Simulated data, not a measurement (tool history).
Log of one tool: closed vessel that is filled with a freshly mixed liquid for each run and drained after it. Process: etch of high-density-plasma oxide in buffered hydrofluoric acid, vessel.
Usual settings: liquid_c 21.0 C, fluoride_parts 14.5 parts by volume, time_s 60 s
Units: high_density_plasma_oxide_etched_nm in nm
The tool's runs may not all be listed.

| run | day | liquid_c | fluoride_parts | time_s | wafers since the last listed run | hours since the thermometer was replaced | hours since the hydrofluoric acid flow meter was replaced | hours since the gauge calibration | read-back film thickness of the high-density-plasma oxide reference wafer, read on the same gauge (nm) | high_density_plasma_oxide_etched_nm |
|---|---|---|---|---|---|---|---|---|---|---|
| 1 | 0.000 | 21.0 | 14.5 | 60 | 0 | 22.8 | 408.4 | 442.0 | 99.96 | 46.04 |
| 2 | 2.392 | 21.0 | 14.5 | 60 | 7483 | 80.2 | 465.8 | 499.4 | 100.01 | 45.92 |
| 3 | 3.754 | 21.0 | 14.5 | 60 | 4263 | 112.9 | 498.5 | 532.1 | 100.06 | 45.61 |
| 4 | 5.321 | 21.0 | 14.5 | 60 | 4901 | 150.5 | 536.1 | 569.7 | 99.97 | 45.73 |
| 5 | 6.817 | 21.0 | 14.5 | 60 | 4680 | 186.4 | 572.0 | 605.6 | 100.00 | 45.30 |
| 6 | 8.338 | 21.0 | 14.5 | 60 | 4758 | 222.9 | 608.5 | 642.1 | 99.95 | 45.79 |
| 7 | 11.042 | 21.0 | 14.5 | 70 | 8460 | 287.8 | 673.4 | 707.0 | 99.96 | 52.40 |
| 8 | 13.858 | 21.0 | 14.5 | 70 | 8812 | 355.4 | 741.0 | 774.6 | 99.99 | 52.78 |
| 9 | 15.629 | 21.0 | 14.5 | 60 | 5540 | 397.9 | 783.5 | 817.1 | 100.01 | 44.87 |
| 10 | 16.904 | 21.0 | 14.5 | 60 | 3989 | 428.5 | 814.1 | 847.7 | 100.02 | 44.14 |
| 11 | 19.658 | 21.0 | 14.5 | 60 | 8617 | 494.6 | 880.2 | 913.8 | 100.00 | 44.93 |
| 12 | 21.121 | 21.0 | 14.5 | 60 | 4575 | 529.7 | 915.3 | 948.9 | 99.98 | 44.93 |
| 13 | 23.475 | 21.0 | 14.5 | 60 | 7365 | 586.2 | 971.8 | 1005.4 | 100.02 | 44.82 |
| 14 | 27.671 | 21.0 | 14.5 | 60 | 13128 | 686.9 | 1072.5 | 1106.1 | 99.97 | 44.32 |
| 15 | 30.521 | 17.0 | 14.5 | 60 | 8917 | 755.3 | 1140.9 | 1174.5 | 99.99 | 34.90 |
| 16 | 33.217 | 17.5 | 14.5 | 60 | 8434 | 820.0 | 1205.6 | 1239.2 | 99.95 | 36.31 |
| 17 | 35.550 | 21.0 | 14.5 | 50 | 7300 | 876.0 | 1261.6 | 1295.2 | 100.03 | 36.25 |
| 18 | 37.254 | 21.0 | 11.5 | 30 | 5332 | 916.9 | 1302.5 | 1336.1 | 100.00 | 27.58 |
|  | 37.854 | hydrofluoric acid flow meter replaced |
| 19 | 38.900 | 21.0 | 14.5 | 60 | 5019 | 956.4 | 25.1 | 1375.6 | 100.00 | 40.42 |
|  | 39.738 | thermometer replaced |
| 20 | 40.738 | 24.0 | 14.5 | 60 | 5618 | 24.0 | 69.2 | 1419.7 | 100.00 | 47.85 |

The next listed run, before its measurement:
| 21 | 43.192 | 21.0 | 14.5 | 35 | 7678 | 82.9 | 128.1 | 1478.6 | ? | ? |

Run 21 gave read-back film thickness of the high-density-plasma oxide reference wafer, read on the same gauge (nm) 100.02, high_density_plasma_oxide_etched_nm 23.61 nm.
Without the tool's hidden state the same run would have given high_density_plasma_oxide_etched_nm 27.68 nm.

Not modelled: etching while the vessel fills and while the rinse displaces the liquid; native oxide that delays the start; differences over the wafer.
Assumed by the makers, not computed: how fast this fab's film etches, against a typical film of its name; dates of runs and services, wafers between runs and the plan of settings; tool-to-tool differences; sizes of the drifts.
